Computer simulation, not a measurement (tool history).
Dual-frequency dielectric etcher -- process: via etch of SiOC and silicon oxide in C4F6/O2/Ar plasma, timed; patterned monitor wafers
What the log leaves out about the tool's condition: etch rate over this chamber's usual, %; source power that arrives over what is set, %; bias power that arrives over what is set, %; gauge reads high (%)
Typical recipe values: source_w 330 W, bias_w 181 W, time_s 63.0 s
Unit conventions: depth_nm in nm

run    hour  source_w  bias_w  time_s  wafers since the last listed run  hours since the last wet clean  hours since the last source power generator calibration  hours since the last bias power generator calibration  hours since the last upper electrode change  hours since the gauge calibration  read-back reference wafer on the same gauge, depth_nm  depth_nm
  1     0.0       330     181    63.0                                 0                           222.1                                                   1192.5                                                 1374.2                                       2476.3                              617.2                                                   60.5      68.9
  2    58.5       330     181    63.0                               747                           280.6                                                   1251.0                                                 1432.7                                       2534.8                              675.7                                                   60.5      68.9
  3   103.4       330     181    63.0                               573                           325.5                                                   1295.9                                                 1477.6                                       2579.7                              720.6                                                   60.1      69.0
  4   207.2       330     181    63.0                              1326                           429.3                                                   1399.7                                                 1581.4                                       2683.5                              824.4                                                   60.1      68.7
      267.1  -- wet clean of the chamber
  5   270.8       330     181    63.0                               505                             3.7                                                   1463.3                                                 1645.0                                       2747.1                              888.0                                                   59.8      68.6
  6   353.6       330     205    63.0                              1057                            86.5                                                   1546.1                                                 1727.8                                       2829.9                              970.8                                                   59.8      72.9
  7   418.9       330     205    63.0                               834                           151.8                                                   1611.4                                                 1793.1                                       2895.2                             1036.1                                                   59.5      72.5
  8   469.8       330     205    63.0                               650                           202.7                                                   1662.3                                                 1844.0                                       2946.1                             1087.0                                                   59.6      72.4
      508.2  -- upper electrode replaced
  9   513.9       270     181    71.0                               256                           246.8                                                   1706.4                                                 1888.1                                          5.7                             1131.1                                                   59.5      69.1
 10   557.1       330     181    49.0                               551                           290.0                                                   1749.6                                                 1931.3                                         48.9                             1174.3                                                   59.5      53.0
 11   646.8       330     181    63.0                              1146                           379.7                                                   1839.3                                                 2021.0                                        138.6                             1264.0                                                   59.3      68.3
      674.0  -- gauge calibrated
 12   703.7       280     181    51.5                               727                           436.6                                                   1896.2                                                 2077.9                                        195.5                               29.7                                                   61.5      53.0
      750.4  -- wet clean of the chamber
 13   789.8       360     145    57.5                               793                            39.4                                                   1982.3                                                 2164.0                                        281.6                              115.8                                                   61.4      60.5
 14   891.2       380     170    71.0                              1295                           140.8                                                   2083.7                                                 2265.4                                        383.0                              217.2                                                   61.3      83.1
 15   946.5       290     224    46.5                               706                           196.1                                                   2139.0                                                 2320.7                                        438.3                              272.5                                                   61.0      53.5
      997.3  -- bias power generator calibrated
     1043.6  -- source power generator calibrated
 16  1051.0       330     181    49.0                              1233                           300.6                                                      7.4                                                   53.7                                        542.8                              377.0                                                   61.0      54.3
 17  1187.9       330     181    54.0                              1749                           437.5                                                    144.3                                                  190.6                                        679.7                              513.9                                                   60.8      60.0
 18  1262.5       330     218    58.0                               953                           512.1                                                    218.9                                                  265.2                                        754.3                              588.5                                                   60.6      69.8
     1331.5  -- wet clean of the chamber
 19  1332.7       330     181    63.0                               590                             1.2                                                    289.1                                                  335.4                                        824.5                              658.7                                                   60.5      69.0
 20  1431.6       330     148    63.0                              1263                           100.1                                                    388.0                                                  434.3                                        923.4                              757.6                                                   60.2      63.0
 21  1528.1       410     165    70.0                              1233                           196.6                                                    484.5                                                  530.8                                       1019.9                              854.1                                                   60.1      82.2

Branching from run 21: 4 alternative next runs. What would each branch give?
  A  1528.5       330     203    63.0                                 5                           197.0                                                    484.9                                                  531.2                                       1020.3                              854.5                                                      ?         ?
  B  1528.5       330     217    63.0                                 5                           197.0                                                    484.9                                                  531.2                                       1020.3                              854.5                                                      ?         ?
  C  1528.5       380     181    63.0                                 5                           197.0                                                    484.9                                                  531.2                                       1020.3                              854.5                                                      ?         ?
  D  1528.5       330     181    48.5                                 5                           197.0                                                    484.9                                                  531.2                                       1020.3                              854.5                                                      ?         ?

run  read-back reference wafer on the same gauge, depth_nm  depth_nm
  A                                                   60.0      72.7
  B                                                   60.0      75.0
  C                                                   60.0      74.0
  D                                                   60.0      53.1
The same runs, with their run-to-run variation unchanged, on a tool lacking any hidden condition would have given:
run  depth_nm
  A      74.5
  B      76.8
  C      75.8
  D      54.5
